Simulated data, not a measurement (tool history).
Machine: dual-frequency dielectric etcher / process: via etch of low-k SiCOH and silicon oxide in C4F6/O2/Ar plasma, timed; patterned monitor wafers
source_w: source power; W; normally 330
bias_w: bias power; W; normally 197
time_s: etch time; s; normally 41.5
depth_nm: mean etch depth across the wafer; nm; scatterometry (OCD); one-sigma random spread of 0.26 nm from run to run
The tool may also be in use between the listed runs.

| run | day | source_w | bias_w | time_s | read-back reference wafer on the same gauge, depth_nm | depth_nm |
|---|---|---|---|---|---|---|
| 1 | 0 | 330 | 236 | 41.5 | 102.8 | 101.5 |
| 2 | 0.367 | 330 | 236 | 41.5 | 102.8 | 101.5 |
| 3 | 0.758 | 330 | 236 | 41.5 | 102.8 | 101.2 |
| 4 | 1.146 | 310 | 197 | 31.5 | 102.8 | 69.8 |
| 5 | 1.658 | 330 | 197 | 41.5 | 102.8 | 95.2 |
| 6 | 2.158 | 330 | 197 | 32 | 102.8 | 73.4 |
| 7 | 2.762 | 330 | 197 | 32 | 102.8 | 73.6 |
| 8 | 3.346 | 330 | 197 | 32 | 102.8 | 73.5 |
| 9 | 3.654 | 330 | 197 | 41.5 | 102.8 | 95.4 |
| 10 | 4.479 | 330 | 197 | 41.5 | 102.9 | 95.5 |
| 11 | 5.942 | 330 | 197 | 41.5 | 102.8 | 91.5 |
| 12 | 5.954 | 330 | 171 | 41.5 | 102.7 | 87.2 |
| 13 | 5.967 | 330 | 197 | 41.5 | 102.8 | 91.9 |
| 14 | 6.004 | 370 | 161 | 36 | 102.8 | 78.6 |
| 15 | 6.738 | 330 | 215 | 41.5 | 102.8 | 94.9 |
| 16 | 7.371 | 330 | 235 | 41.5 | 102.8 | 98.7 |
| 17 | 7.842 | 330 | 197 | 41.5 | 102.8 | 92.3 |
| 18 | 8.3 | 330 | 221 | 41.5 | 102.9 | 96.1 |
| 19 | 8.888 | 330 | 197 | 32 | 102.8 | 71 |
| 20 | 9.208 | 330 | 197 | 41.5 | 102.8 | 92.5 |
| 21 | 9.55 | 330 | 163 | 41.5 | 102.8 | 86.3 |
| 22 | 9.9 | 300 | 174 | 46 | 102.8 | 93.2 |

Not shown: 6 entries that the log had between the listed runs. Between which runs, and how does the tool's hidden state differ before and after?
Run 9 -> run 10: gauge calibrated (day 3.804)
  etch rate over this chamber's usual, %: 4.28 -> 4.45
  what was measured, less what the result would be without the hidden state, depth_nm: +3.9 -> +4.1 nm
Run 10 -> run 11: bias power generator calibrated (day 4.717); wet clean of the chamber (day 5.533); upper electrode replaced (day 5.921)
  etch rate over this chamber's usual, %: 4.45 -> 0.126
  what was measured, less what the result would be without the hidden state, depth_nm: +4.1 -> +0.1 nm
Run 14 -> run 15: source power generator calibrated (day 6.608)
  etch rate over this chamber's usual, %: 0.139 -> 0.289
  what was measured, less what the result would be without the hidden state, depth_nm: +0.1 -> +0.3 nm
Run 21 -> run 22: gauge calibrated (day 9.767)
  etch rate over this chamber's usual, %: 0.865 -> 0.936
  what was measured, less what the result would be without the hidden state, depth_nm: +0.7 -> +0.9 nm
